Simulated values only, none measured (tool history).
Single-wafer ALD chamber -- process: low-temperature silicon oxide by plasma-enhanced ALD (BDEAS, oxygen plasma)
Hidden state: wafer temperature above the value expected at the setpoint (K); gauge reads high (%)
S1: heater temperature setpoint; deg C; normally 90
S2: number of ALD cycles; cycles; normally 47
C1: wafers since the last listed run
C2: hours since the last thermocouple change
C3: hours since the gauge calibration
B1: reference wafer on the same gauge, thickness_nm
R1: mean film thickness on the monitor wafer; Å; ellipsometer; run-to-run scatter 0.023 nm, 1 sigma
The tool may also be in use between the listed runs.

Run 1, hour 0: usual settings but S1 93 deg C; C1 0; C2 8; C3 587.6; B1 7.692. Result: R1 64.91 Å.
Run 2, hour 52.5: usual settings but S1 94 deg C; C1 431; C2 60.5; C3 640.1; B1 7.695. Result: R1 64.19 Å.
Run 3, hour 124.1: usual settings but S1 94 deg C; C1 587; C2 132.1; C3 711.7; B1 7.693. Result: R1 64.24 Å.
Run 4, hour 210.1: usual settings but S1 94 deg C; C1 706; C2 218.1; C3 797.7; B1 7.695. Result: R1 64.07 Å.
Run 5, hour 271.8: usual settings but S2 44 cycles; C1 506; C2 279.8; C3 859.4; B1 7.696. Result: R1 61.73 Å.
Run 6, hour 377.4: usual settings but S2 44 cycles; C1 867; C2 385.4; C3 965; B1 7.691. Result: R1 61.38 Å.
Run 7, hour 452.4: usual settings but S2 44 cycles; C1 615; C2 460.4; C3 1040; B1 7.686. Result: R1 61.61 Å.
Run 8, hour 523.5: usual settings; C1 583; C2 531.5; C3 1111.1; B1 7.686. Result: R1 65.46 Å.
Run 9, hour 599.5: usual settings; C1 624; C2 607.5; C3 1187.1; B1 7.691. Result: R1 66.02 Å.
Run 10, hour 679: usual settings but S1 85 deg C; C1 652; C2 687; C3 1266.6; B1 7.689. Result: R1 67.45 Å.
Run 11, hour 775.8: usual settings but S1 85 deg C; C1 794; C2 783.8; C3 1363.4; B1 7.696. Result: R1 67.14 Å.
Run 12, hour 863.5: usual settings but S1 85 deg C; C1 720; C2 871.5; C3 1451.1; B1 7.694. Result: R1 67.23 Å.
Run 13, hour 923.8: usual settings; C1 495; C2 931.8; C3 1511.4; B1 7.697. Result: R1 66.3 Å.
Run 14, hour 989.1: usual settings; C1 536; C2 997.1; C3 1576.7; B1 7.675. Result: R1 66.37 Å.
Run 15, hour 1084.8: usual settings; C1 785; C2 1092.8; C3 1672.4; B1 7.678. Result: R1 66.07 Å.
Run 16, hour 1190.7: usual settings; C1 869; C2 1198.7; C3 1778.3; B1 7.692. Result: R1 66.3 Å.
Run 17, hour 1293: usual settings; C1 840; C2 1301; C3 1880.6; B1 7.677. Result: R1 66.55 Å.
Run 18, hour 1357.5: usual settings; C1 529; C2 1365.5; C3 1945.1; B1 7.695. Result: R1 66.56 Å.
Run 19, hour 1469.9: usual settings; C1 923; C2 1477.9; C3 2057.5; B1 7.684. Result: R1 66.52 Å.
Run 20, hour 1548.5: usual settings; C1 645; C2 1556.5; C3 2136.1; B1 7.698. Result: R1 66.43 Å.
At hour 1592: gauge calibrated.
Run 21, hour 1598.2: usual settings; C1 408; C2 1606.2; C3 6.2; B1 7.688. Result: R1 66.37 Å.
Run 22, hour 1688.2: usual settings but S1 98 deg C, S2 38 cycles; C1 739; C2 1696.2; C3 96.2; B1 7.693. Result: R1 52.11 Å.
Run 23, hour 1749: usual settings but S1 102 deg C; C1 499; C2 1757; C3 157; B1 7.69. Result: R1 64.08 Å.
Run 24, hour 1818: usual settings but S1 82 deg C, S2 52 cycles; C1 566; C2 1826; C3 226; B1 7.69. Result: R1 76 Å.
At hour 1873.8: thermocouple changed; heater temperature recalibrated.
Run 25, hour 1926: usual settings; C1 821; C2 52.2; C3 334; B1 7.7. Result: R1 65.14 Å.
Run 26, hour 2007.4: usual settings but S1 100 deg C, S2 44 cycles; C1 668; C2 133.6; C3 415.4; B1 7.694. Result: R1 58.6 Å.
Run 27, hour 2072.4: usual settings but S1 80 deg C, S2 43 cycles; C1 533; C2 198.6; C3 480.4; B1 7.699. Result: R1 62.06 Å.
Run 28, hour 2121.3: usual settings but S2 52 cycles; C1 401; C2 247.5; C3 529.3; B1 7.697. Result: R1 71.87 Å.
Run 29, hour 2163.4: usual settings but S1 96 deg C, S2 56 cycles; C1 345; C2 289.6; C3 571.4; B1 7.682. Result: R1 75.72 Å.
Run 30, hour 2260.4: usual settings but S1 85 deg C, S2 55 cycles; C1 796; C2 386.6; C3 668.4; B1 7.692. Result: R1 77.42 Å.
Run 31, hour 2366.1: usual settings; C1 867; C2 492.3; C3 774.1; B1 7.692. Result: R1 65.58 Å.
Run 32, hour 2419.4: usual settings but S1 77 deg C, S2 40 cycles; C1 437; C2 545.6; C3 827.4; B1 7.698. Result: R1 58.53 Å.
Run 33, hour 2487.1: usual settings but S1 81 deg C, S2 44 cycles; C1 555; C2 613.3; C3 895.1; B1 7.689. Result: R1 62.87 Å.
Run 34, hour 2581.1: usual settings; C1 771; C2 707.3; C3 989.1; B1 7.684. Result: R1 65.45 Å.
Run 35, hour 2668.2: usual settings but S1 83 deg C, S2 43 cycles; C1 715; C2 794.4; C3 1076.2; B1 7.682. Result: R1 61.27 Å.
Run 36, hour 2754.5: usual settings but S2 44 cycles; C1 708; C2 880.7; C3 1162.5; B1 7.697. Result: R1 61.11 Å.
Run 37, hour 2805: usual settings but S2 41 cycles; C1 414; C2 931.2; C3 1213; B1 7.706. Result: R1 57.11 Å.
Run 38, hour 2908.4: usual settings but S1 76 deg C; C1 849; C2 1034.6; C3 1316.4; B1 7.683. Result: R1 69.35 Å.
Run 39, hour 2994.5: usual settings; C1 707; C2 1120.7; C3 1402.5; B1 7.698. Result: R1 66.12 Å.
Run 40, hour 3031.8: usual settings; C1 306; C2 1158; C3 1439.8; B1 7.679. Result: R1 65.89 Å.
Run 41, hour 3076.5: usual settings; C1 367; C2 1202.7; C3 1484.5; B1 7.685. Result: R1 65.65 Å.
Run 42, hour 3163.4: usual settings but S1 104 deg C, S2 51 cycles; C1 713; C2 1289.6; C3 1571.4; B1 7.695. Result: R1 67.42 Å.
Run 43, hour 3251.1: usual settings but S1 103 deg C, S2 40 cycles; C1 720; C2 1377.3; C3 1659.1; B1 7.688. Result: R1 53.43 Å.
Run 44, hour 3345.8: usual settings; C1 777; C2 1472; C3 1753.8; B1 7.687. Result: R1 66.35 Å.
Run 45, hour 3382.5: usual settings but S1 77 deg C, S2 39 cycles; C1 301; C2 1508.7; C3 1790.5; B1 7.686. Result: R1 57.92 Å.
At hour 3443.5: gauge calibrated.
Run 46, hour 3455.6: usual settings; C1 600; C2 1581.8; C3 12.1; B1 7.688. Result: R1 66.14 Å.

What if the next run were any one of these 4? Each begins from the tool's condition after run 46:
Run A, hour 3456.1: usual settings but S2 50 cycles; C1 4; C2 1582.3; C3 12.6; B1 ?. Result: R1 ?.
Run B, hour 3456.1: usual settings but S1 95 deg C, S2 53 cycles; C1 4; C2 1582.3; C3 12.6; B1 ?. Result: R1 ?.
Run C, hour 3456.1: usual settings but S1 83 deg C, S2 42 cycles; C1 4; C2 1582.3; C3 12.6; B1 ?. Result: R1 ?.
Run D, hour 3456.1: usual settings but S1 83 deg C; C1 4; C2 1582.3; C3 12.6; B1 ?. Result: R1 ?.

run     B1     R1
  A  7.698  70.11
  B  7.698  72.86
  C  7.698  60.51
  D  7.698  67.71
The same runs, with their run-to-run variation unchanged, on a tool lacking any hidden condition would have given:
run     R1
  A  69.17
  B  71.86
  C  59.72
  D  66.83
